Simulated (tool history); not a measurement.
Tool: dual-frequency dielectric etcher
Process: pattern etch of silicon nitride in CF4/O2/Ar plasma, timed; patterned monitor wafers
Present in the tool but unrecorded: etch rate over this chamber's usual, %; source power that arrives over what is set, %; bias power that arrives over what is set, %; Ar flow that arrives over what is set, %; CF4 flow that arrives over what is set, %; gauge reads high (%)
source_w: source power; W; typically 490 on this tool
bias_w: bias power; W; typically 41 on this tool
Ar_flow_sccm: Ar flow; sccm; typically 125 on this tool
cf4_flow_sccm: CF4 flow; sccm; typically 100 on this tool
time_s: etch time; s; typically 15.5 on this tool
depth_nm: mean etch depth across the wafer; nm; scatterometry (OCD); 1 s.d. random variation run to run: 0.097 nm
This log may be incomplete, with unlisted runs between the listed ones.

run   hour  source_w  bias_w  Ar_flow_sccm  cf4_flow_sccm  time_s  wafers since the last listed run  hours since the last wet clean  hours since the last source power generator calibration  hours since the last bias power generator calibration  hours since the last Ar flow controller change  hours since the last CF4 flow controller change  hours since the last upper electrode change  hours since the gauge calibration  read-back reference wafer on the same gauge, depth_nm  depth_nm
  1      0       490      41           125            100    15.5                                 0                           306.3                                                   3405.5                                                 2322.3                                          1451.6                                           2493.1                                         4187                              920.4                                                   22.8     26.78
      25.8  -- source power generator calibrated
  2     35       490      41           125            100    15.5                               394                           341.3                                                      9.2                                                 2357.3                                          1486.6                                           2528.1                                         4222                              955.4                                                  22.79     26.86
  3     60       490      41           125            100    15.5                               317                           366.3                                                     34.2                                                 2382.3                                          1511.6                                           2553.1                                         4247                              980.4                                                   22.8     26.76
  4     88       370      41           125            107    15.5                               355                           394.3                                                     62.2                                                 2410.3                                          1539.6                                           2581.1                                         4275                             1008.4                                                  22.79     21.04
        94  -- CF4 flow controller replaced
  5    116       580      41           146            111    15.5                               279                           422.3                                                     90.2                                                 2438.3                                          1567.6                                               22                                         4303                             1036.4                                                   22.8     30.66
     156.4  -- Ar flow controller replaced
     189.4  -- gauge calibrated
  6  200.1       450      41           135            100    12.5                               993                           506.4                                                    174.3                                                 2522.4                                            43.7                                            106.1                                       4387.1                               10.7                                                  22.79     19.98
  7  228.2       490      41           125            100    15.5                               357                           534.5                                                    202.4                                                 2550.5                                            71.8                                            134.2                                       4415.2                               38.8                                                   22.8      26.9
     270.5  -- upper electrode replaced
  8    271       490      41           125            100    17.5                               239                           577.3                                                    245.2                                                 2593.3                                           114.6                                              177                                          0.5                               81.6                                                   22.8      30.4
  9  279.9       490      41           135            100    11.5                               113                           586.2                                                    254.1                                                 2602.2                                           123.5                                            185.9                                          9.4                               90.5                                                  22.78     19.82
 10  298.7       490      41           101            100    15.5                               239                             605                                                    272.9                                                   2621                                           142.3                                            204.7                                         28.2                              109.3                                                  22.81     28.07
     310.1  -- bias power generator calibrated
 11    312       490      41           152            100      14                               118                           618.3                                                    286.2                                                    1.9                                           155.6                                              218                                         41.5                              122.6                                                  22.79      23.6
     338.9  -- wet clean of the chamber
 12  339.4       530      51           135             78    15.5                                43                             0.5                                                    313.6                                                   29.3                                             183                                            245.4                                         68.9                                150                                                   22.8     29.78
 13  353.5       410      47           125            100    15.5                               179                            14.6                                                    327.7                                                   43.4                                           197.1                                            259.5                                           83                              164.1                                                  22.79     24.04
 14  365.7       490      37           125            120    15.5                               155                            26.8                                                    339.9                                                   55.6                                           209.3                                            271.7                                         95.2                              176.3                                                   22.8     25.83
 15  389.7       490      41           125            100    15.5                               305                            50.8                                                    363.9                                                   79.6                                           233.3                                            295.7                                        119.2                              200.3                                                  22.79      26.3
 16  444.2       490      41           148             82    15.5                               693                           105.3                                                    418.4                                                  134.1                                           287.8                                            350.2                                        173.7                              254.8                                                  22.82     25.02
 17  460.8       550      41           125            100    15.5                               211                           121.9                                                      435                                                  150.7                                           304.4                                            366.8                                        190.3                              271.4                                                  22.81     29.37
 18  476.3       560      41            98            108    15.5                               197                           137.4                                                    450.5                                                  166.2                                           319.9                                            382.3                                        205.8                              286.9                                                  22.82     31.69
 19  499.2       490      41           125            110    15.5                               291                           160.3                                                    473.4                                                  189.1                                           342.8                                            405.2                                        228.7                              309.8                                                   22.8     27.06
 20  525.6       390      46           151             90    15.5                               335                           186.7                                                    499.8                                                  215.5                                           369.2                                            431.6                                        255.1                              336.2                                                  22.81     21.93
 21  544.4       380      41           125            100    15.5                               239                           205.5                                                    518.6                                                  234.3                                             388                                            450.4                                        273.9                                355                                                   22.8     21.32
 22  641.9       490      41           125            100    15.5                              1239                             303                                                    616.1                                                  331.8                                           485.5                                            547.9                                        371.4                              452.5                                                  22.79     26.96

Hidden state at the last listed run before each entry between runs and at the first one after, where it differs:
After run 1, before run 2: source power generator calibrated (hour 25.8)
  etch rate over this chamber's usual, %: 1.4 -> 1.57
  measured value less the no-hidden-state value, depth_nm: +0.37 -> +0.42 nm
After run 4, before run 5: CF4 flow controller replaced (hour 94)
  etch rate over this chamber's usual, %: 1.84 -> 1.98
  measured value less the no-hidden-state value, depth_nm: +0.38 -> +0.6 nm
After run 5, before run 6: Ar flow controller replaced (hour 156.4); gauge calibrated (hour 189.4)
  etch rate over this chamber's usual, %: 1.98 -> 2.39
  measured value less the no-hidden-state value, depth_nm: +0.6 -> +0.47 nm
After run 7, before run 8: upper electrode replaced (hour 270.5)
  etch rate over this chamber's usual, %: 2.53 -> 2.75
  measured value less the no-hidden-state value, depth_nm: +0.67 -> +0.82 nm
After run 10, before run 11: bias power generator calibrated (hour 310.1)
  etch rate over this chamber's usual, %: 2.88 -> 2.95
  measured value less the no-hidden-state value, depth_nm: +0.79 -> +0.67 nm
After run 11, before run 12: wet clean of the chamber (hour 338.9)
  etch rate over this chamber's usual, %: 2.95 -> 0.292
  measured value less the no-hidden-state value, depth_nm: +0.67 -> +0.09 nm
